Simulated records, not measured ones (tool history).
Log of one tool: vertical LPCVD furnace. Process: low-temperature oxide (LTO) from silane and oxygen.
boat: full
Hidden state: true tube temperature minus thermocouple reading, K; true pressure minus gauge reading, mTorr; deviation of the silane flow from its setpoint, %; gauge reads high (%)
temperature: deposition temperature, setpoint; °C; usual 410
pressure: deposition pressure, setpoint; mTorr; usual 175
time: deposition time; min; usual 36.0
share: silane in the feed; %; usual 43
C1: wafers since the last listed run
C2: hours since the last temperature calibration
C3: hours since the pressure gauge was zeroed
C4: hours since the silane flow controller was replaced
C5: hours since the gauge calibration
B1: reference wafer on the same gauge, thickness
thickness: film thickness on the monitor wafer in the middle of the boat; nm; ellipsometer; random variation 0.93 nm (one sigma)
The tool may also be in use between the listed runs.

{"run": 1, "hour": 0.0, "temperature": 410, "pressure": 175, "time": 36.0, "share": 43, "C1": 0, "C2": 2489.7, "C3": 21.6, "C4": 2777.2, "C5": 603.0, "B1": 263.12, "thickness": 325.49}
{"hour": 34.7, "done": "gauge calibrated"}
{"run": 2, "hour": 40.3, "temperature": 410, "pressure": 175, "time": 36.0, "share": 43, "C1": 533, "C2": 2530.0, "C3": 61.9, "C4": 2817.5, "C5": 5.6, "B1": 263.06, "thickness": 326.41}
{"run": 3, "hour": 48.7, "temperature": 408, "pressure": 175, "time": 36.0, "share": 49, "C1": 111, "C2": 2538.4, "C3": 70.3, "C4": 2825.9, "C5": 14.0, "B1": 262.97, "thickness": 360.89}
{"run": 4, "hour": 55.2, "temperature": 408, "pressure": 175, "time": 36.0, "share": 49, "C1": 86, "C2": 2544.9, "C3": 76.8, "C4": 2832.4, "C5": 20.5, "B1": 262.95, "thickness": 362.41}
{"run": 5, "hour": 65.7, "temperature": 408, "pressure": 175, "time": 36.0, "share": 49, "C1": 138, "C2": 2555.4, "C3": 87.3, "C4": 2842.9, "C5": 31.0, "B1": 263.08, "thickness": 363.98}
{"hour": 100.7, "done": "thermocouples replaced and temperature profile calibrated"}
{"run": 6, "hour": 101.2, "temperature": 410, "pressure": 175, "time": 36.0, "share": 43, "C1": 152, "C2": 0.5, "C3": 122.8, "C4": 2878.4, "C5": 66.5, "B1": 262.91, "thickness": 313.61}
{"run": 7, "hour": 105.1, "temperature": 410, "pressure": 175, "time": 36.0, "share": 43, "C1": 51, "C2": 4.4, "C3": 126.7, "C4": 2882.3, "C5": 70.4, "B1": 263.05, "thickness": 313.66}
{"run": 8, "hour": 109.0, "temperature": 410, "pressure": 175, "time": 36.0, "share": 43, "C1": 51, "C2": 8.3, "C3": 130.6, "C4": 2886.2, "C5": 74.3, "B1": 262.96, "thickness": 313.37}
{"run": 9, "hour": 113.7, "temperature": 410, "pressure": 175, "time": 50.0, "share": 43, "C1": 62, "C2": 13.0, "C3": 135.3, "C4": 2890.9, "C5": 79.0, "B1": 262.92, "thickness": 436.18}
{"run": 10, "hour": 125.6, "temperature": 410, "pressure": 175, "time": 36.0, "share": 43, "C1": 157, "C2": 24.9, "C3": 147.2, "C4": 2902.8, "C5": 90.9, "B1": 262.87, "thickness": 313.27}
{"run": 11, "hour": 142.0, "temperature": 419, "pressure": 220, "time": 36.0, "share": 43, "C1": 217, "C2": 41.3, "C3": 163.6, "C4": 2919.2, "C5": 107.3, "B1": 263.0, "thickness": 431.14}
{"hour": 169.2, "done": "silane flow controller replaced"}
{"run": 12, "hour": 169.7, "temperature": 410, "pressure": 175, "time": 36.0, "share": 43, "C1": 48, "C2": 69.0, "C3": 191.3, "C4": 0.5, "C5": 135.0, "B1": 262.91, "thickness": 313.35}
{"run": 13, "hour": 173.6, "temperature": 406, "pressure": 175, "time": 47.5, "share": 43, "C1": 51, "C2": 72.9, "C3": 195.2, "C4": 4.4, "C5": 138.9, "B1": 262.96, "thickness": 395.28}
{"run": 14, "hour": 181.9, "temperature": 418, "pressure": 175, "time": 36.0, "share": 43, "C1": 109, "C2": 81.2, "C3": 203.5, "C4": 12.7, "C5": 147.2, "B1": 262.86, "thickness": 341.25}
{"run": 15, "hour": 199.0, "temperature": 410, "pressure": 175, "time": 36.0, "share": 43, "C1": 226, "C2": 98.3, "C3": 220.6, "C4": 29.8, "C5": 164.3, "B1": 263.04, "thickness": 315.2}
{"run": 16, "hour": 214.6, "temperature": 416, "pressure": 175, "time": 36.0, "share": 43, "C1": 206, "C2": 113.9, "C3": 236.2, "C4": 45.4, "C5": 179.9, "B1": 263.1, "thickness": 333.53}
{"run": 17, "hour": 223.3, "temperature": 410, "pressure": 175, "time": 36.0, "share": 43, "C1": 115, "C2": 122.6, "C3": 244.9, "C4": 54.1, "C5": 188.6, "B1": 263.2, "thickness": 312.42}
{"run": 18, "hour": 229.4, "temperature": 410, "pressure": 175, "time": 36.0, "share": 43, "C1": 80, "C2": 128.7, "C3": 251.0, "C4": 60.2, "C5": 194.7, "B1": 262.95, "thickness": 314.41}
{"run": 19, "hour": 238.1, "temperature": 420, "pressure": 175, "time": 36.0, "share": 43, "C1": 115, "C2": 137.4, "C3": 259.7, "C4": 68.9, "C5": 203.4, "B1": 262.98, "thickness": 349.1}
{"run": 20, "hour": 271.6, "temperature": 419, "pressure": 215, "time": 47.5, "share": 40, "C1": 443, "C2": 170.9, "C3": 293.2, "C4": 102.4, "C5": 236.9, "B1": 263.05, "thickness": 516.6}
{"run": 21, "hour": 284.9, "temperature": 410, "pressure": 175, "time": 41.5, "share": 43, "C1": 176, "C2": 184.2, "C3": 306.5, "C4": 115.7, "C5": 250.2, "B1": 263.01, "thickness": 362.04}
{"run": 22, "hour": 294.9, "temperature": 404, "pressure": 165, "time": 21.5, "share": 50, "C1": 132, "C2": 194.2, "C3": 316.5, "C4": 125.7, "C5": 260.2, "B1": 262.81, "thickness": 192.6}
{"run": 23, "hour": 307.0, "temperature": 421, "pressure": 205, "time": 36.0, "share": 43, "C1": 160, "C2": 206.3, "C3": 328.6, "C4": 137.8, "C5": 272.3, "B1": 262.87, "thickness": 410.81}
{"run": 24, "hour": 322.3, "temperature": 410, "pressure": 140, "time": 36.0, "share": 43, "C1": 202, "C2": 221.6, "C3": 343.9, "C4": 153.1, "C5": 287.6, "B1": 262.98, "thickness": 252.15}
{"run": 25, "hour": 333.5, "temperature": 415, "pressure": 175, "time": 36.0, "share": 43, "C1": 148, "C2": 232.8, "C3": 355.1, "C4": 164.3, "C5": 298.8, "B1": 263.05, "thickness": 332.26}
{"run": 26, "hour": 342.2, "temperature": 407, "pressure": 175, "time": 36.0, "share": 46, "C1": 115, "C2": 241.5, "C3": 363.8, "C4": 173.0, "C5": 307.5, "B1": 263.09, "thickness": 327.83}
{"run": 27, "hour": 355.7, "temperature": 410, "pressure": 160, "time": 39.5, "share": 43, "C1": 178, "C2": 255.0, "C3": 377.3, "C4": 186.5, "C5": 321.0, "B1": 262.87, "thickness": 315.82}
{"run": 28, "hour": 369.6, "temperature": 400, "pressure": 135, "time": 36.0, "share": 38, "C1": 183, "C2": 268.9, "C3": 391.2, "C4": 200.4, "C5": 334.9, "B1": 263.03, "thickness": 189.43}
{"run": 29, "hour": 382.6, "temperature": 410, "pressure": 175, "time": 36.0, "share": 43, "C1": 172, "C2": 281.9, "C3": 404.2, "C4": 213.4, "C5": 347.9, "B1": 263.03, "thickness": 313.42}
{"run": 30, "hour": 390.6, "temperature": 399, "pressure": 175, "time": 27.5, "share": 43, "C1": 105, "C2": 289.9, "C3": 412.2, "C4": 221.4, "C5": 355.9, "B1": 263.04, "thickness": 213.86}
{"run": 31, "hour": 405.4, "temperature": 420, "pressure": 160, "time": 44.0, "share": 39, "C1": 195, "C2": 304.7, "C3": 427.0, "C4": 236.2, "C5": 370.7, "B1": 262.95, "thickness": 349.33}

4 ways to go on from here, each from the tool as it stands after run 31. What would each give?
{"run": "A", "hour": 409.4, "temperature": 410, "pressure": 175, "time": 36.0, "share": 43, "C1": 52, "C2": 308.7, "C3": 431.0, "C4": 240.2, "C5": 374.7, "B1": "?", "thickness": "?"}
{"run": "B", "hour": 409.4, "temperature": 410, "pressure": 175, "time": 28.5, "share": 43, "C1": 52, "C2": 308.7, "C3": 431.0, "C4": 240.2, "C5": 374.7, "B1": "?", "thickness": "?"}
{"run": "C", "hour": 409.4, "temperature": 410, "pressure": 175, "time": 48.0, "share": 43, "C1": 52, "C2": 308.7, "C3": 431.0, "C4": 240.2, "C5": 374.7, "B1": "?", "thickness": "?"}
{"run": "D", "hour": 409.4, "temperature": 410, "pressure": 175, "time": 30.0, "share": 43, "C1": 52, "C2": 308.7, "C3": 431.0, "C4": 240.2, "C5": 374.7, "B1": "?", "thickness": "?"}

run=A B1=263.02 thickness=314.82
run=B B1=263.02 thickness=249.23
run=C B1=263.02 thickness=419.76
run=D B1=263.02 thickness=262.35
Without the tool's hidden state the same runs would have given:
run=A thickness=312.21
run=B thickness=247.16
run=C thickness=416.28
run=D thickness=260.17
